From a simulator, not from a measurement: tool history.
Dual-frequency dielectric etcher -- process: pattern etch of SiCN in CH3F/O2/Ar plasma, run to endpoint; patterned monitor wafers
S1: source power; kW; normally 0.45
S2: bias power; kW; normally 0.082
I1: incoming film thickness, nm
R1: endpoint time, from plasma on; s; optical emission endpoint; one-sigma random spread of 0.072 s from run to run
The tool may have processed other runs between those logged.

run	hour	S1	S2	I1	R1
1	0	0.45	0.082	10.29	24.2
# hour 19.4: bias power generator calibrated
2	58.2	0.45	0.082	10.2	23.8
3	100.7	0.45	0.082	10.23	23.8
4	143.5	0.39	0.082	10.35	25.2
5	217.4	0.39	0.082	10.19	24.8
6	258.8	0.45	0.082	10.16	23.6
7	348.9	0.45	0.082	10.21	23.5
8	453.8	0.45	0.082	10.26	23.5
9	515.5	0.45	0.082	10.16	23.3
# hour 611.7: upper electrode replaced
10	612.2	0.45	0.082	10.16	23.2
11	650.7	0.54	0.069	10.19	22.9
12	725	0.36	0.082	10.29	25
13	827	0.53	0.099	10.18	20.9
# hour 857.2: wet clean of the chamber
14	878.5	0.45	0.068	10.25	25
15	958.3	0.49	0.075	10.2	23.7
16	1062.7	0.55	0.082	10.15	22.2
17	1129.7	0.45	0.091	10.22	23
18	1181.4	0.49	0.101	10.21	21.8
# hour 1223.9: source power generator calibrated
19	1271.3	0.52	0.07	10.11	22.8
20	1345.7	0.52	0.082	10.22	22.1
21	1451.8	0.53	0.096	10.2	20.9
22	1499.7	0.41	0.087	10.22	23.1
23	1561.1	0.39	0.068	10.23	24.9
# hour 1680.4: wet clean of the chamber
24	1759	0.36	0.074	10.25	26.1
25	1850	0.45	0.082	10.15	23.4
26	1915.5	0.56	0.088	10.24	21.7
27	2022.1	0.45	0.082	10.14	23.2
28	2105	0.37	0.082	10.1	24.5
29	2144	0.49	0.082	10.26	22.6
30	2238.9	0.43	0.082	10.19	23.4
31	2312.4	0.37	0.1	10.2	23.2
32	2363.4	0.39	0.082	10.29	24.2
# hour 2487.1: wet clean of the chamber
33	2597.9	0.45	0.076	10.16	24.1
34	2679	0.45	0.063	10.22	25.2
# hour 2726.5: bias power generator calibrated
35	2733.5	0.38	0.099	10.28	23.9

Predict each of these 4 candidate next runs independently; none follows another, all start after run 35:
A	2733.9	0.45	0.075	10.22	?
B	2733.9	0.53	0.094	10.22	?
C	2733.9	0.45	0.1	10.22	?
D	2733.9	0.51	0.072	10.22	?

run	R1
A	24.1
B	21.7
C	22.4
D	23.4
Without the tool's unlogged condition, the same runs would have read:
run	R1
A	24.4
B	21.9
C	22.7
D	23.7
